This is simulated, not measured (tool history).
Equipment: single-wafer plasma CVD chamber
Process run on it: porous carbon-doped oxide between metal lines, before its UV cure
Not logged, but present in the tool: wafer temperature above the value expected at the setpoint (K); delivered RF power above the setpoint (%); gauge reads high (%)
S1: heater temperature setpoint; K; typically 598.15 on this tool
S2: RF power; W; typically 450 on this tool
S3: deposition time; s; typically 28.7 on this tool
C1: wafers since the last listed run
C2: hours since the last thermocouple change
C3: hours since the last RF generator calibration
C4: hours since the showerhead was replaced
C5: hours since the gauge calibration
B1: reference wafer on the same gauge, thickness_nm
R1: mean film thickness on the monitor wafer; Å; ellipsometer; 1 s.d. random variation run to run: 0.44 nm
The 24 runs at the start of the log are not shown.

run    hour      S1   S2    S3    C1     C2     C3     C4     C5       B1       R1
 25  2027.3  593.15  420  25.5  1180  159.5  203.4  111.7  183.6  136.275  1209.48
 26  2111.6  609.15  490  27.1  2314  243.8  287.7    196  267.9  135.988  1390.38
 27  2174.1  585.15  450  28.7  1715  306.3  350.2  258.5  330.4  135.829  1506.45
 28  2249.9  586.15  370  24.2  2080  382.1    426  334.3  406.2  135.509  1029.16
 29  2348.2  598.15  475  28.7  2698  480.4  524.3  432.6  504.5  135.188  1482.57
 30    2415  605.15  450  32.8  1833  547.2  591.1  499.4  571.3  135.076  1561.89
 31    2498  598.15  405  28.7  2278  630.2  674.1  582.4  654.3  134.857  1259.57
 32  2562.1  598.15  450  28.7  1759  694.3  738.2  646.5  718.4  134.797  1408.34
 33    2636  598.15  450  31.9  2028  768.2  812.1  720.4  792.3  134.683   1566.2

Each row is a separate what-if for the run after 33, all from the same tool condition, not one after another. Results?
  A  2636.4  594.15  450  28.7  10  768.6  812.5  720.8  792.7   ?   ?
  B  2636.4  598.15  390  30.2  10  768.6  812.5  720.8  792.7   ?   ?
  C  2636.4  598.15  540  28.7  10  768.6  812.5  720.8  792.7   ?   ?
  D  2636.4  610.15  475  28.7  10  768.6  812.5  720.8  792.7   ?   ?
  E  2636.4  588.15  450  34.3  10  768.6  812.5  720.8  792.7   ?   ?

run     B1       R1
  A  134.9   1431.1
  B  134.9  1272.73
  C  134.9  1643.54
  D  134.9  1404.28
  E  134.9  1748.12
Take away the tool's hidden state, keep each run's random variation, and the runs would have read:
run       R1
  A  1456.02
  B  1294.89
  C  1672.16
  D  1428.73
  E  1778.56
